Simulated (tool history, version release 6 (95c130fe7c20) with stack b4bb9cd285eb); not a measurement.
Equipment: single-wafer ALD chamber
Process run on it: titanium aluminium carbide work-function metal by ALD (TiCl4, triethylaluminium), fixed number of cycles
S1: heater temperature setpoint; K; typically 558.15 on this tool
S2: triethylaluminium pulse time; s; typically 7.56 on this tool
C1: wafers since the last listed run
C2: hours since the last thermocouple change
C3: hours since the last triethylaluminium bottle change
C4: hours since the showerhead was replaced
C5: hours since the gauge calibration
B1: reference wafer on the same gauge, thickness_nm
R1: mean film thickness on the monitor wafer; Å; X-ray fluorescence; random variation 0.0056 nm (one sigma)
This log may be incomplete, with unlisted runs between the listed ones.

run    day      S1    S2   C1      C2      C3      C4     C5     B1     R1
  1      0  558.15  7.56    0  2397.4    1845  8059.4  245.2  2.018  15.36
     0.079  -- gauge calibrated
  2  0.729  558.15  7.56  192  2414.9  1862.5  8076.9   15.6  2.021  15.42
  3  1.138  558.15  6.23  107  2424.7  1872.3  8086.7   25.4   2.02  14.54
  4  1.454  563.15  9.77   83  2432.3  1879.9  8094.3     33  2.018  16.65
  5  2.125  563.15  9.77  177  2448.4    1896  8110.4   49.1  2.024  16.59
  6  2.512  563.15  9.77  102  2457.7  1905.3  8119.7   58.4  2.021  16.65
  7  3.212  558.15  7.56  185  2474.5  1922.1  8136.5   75.2  2.018  15.26
  8  3.554  558.15  7.56   90  2482.7  1930.3  8144.7   83.4  2.018  15.32
  9  4.008  558.15  7.56  120  2493.6  1941.2  8155.6   94.3  2.024  15.26
 10  4.742  558.15  7.56  193  2511.2  1958.8  8173.2  111.9  2.022  15.21
     5.083  -- triethylaluminium bottle replaced
 11  5.338  558.15  7.56   69  2525.5     6.1  8187.5  126.2   2.02  16.91
     6.904  -- thermocouple changed; heater temperature recalibrated
 12  6.996  558.15  7.56  350     2.2    45.9  8227.3    166  2.018  16.77
 13  7.583  572.15  5.21  155    16.3      60  8241.4  180.1   2.02  16.72

Run 14, settings as shown, results not yet in. Your forecast:
 14  8.129  571.15  4.86  144  29.4  73.1  8254.5  193.2   ?   ?

B1: 2.017
R1: 16.22 Å
If the tool had no hidden condition, the same run with the same run-to-run variation would have returned R1 16.5 Å.

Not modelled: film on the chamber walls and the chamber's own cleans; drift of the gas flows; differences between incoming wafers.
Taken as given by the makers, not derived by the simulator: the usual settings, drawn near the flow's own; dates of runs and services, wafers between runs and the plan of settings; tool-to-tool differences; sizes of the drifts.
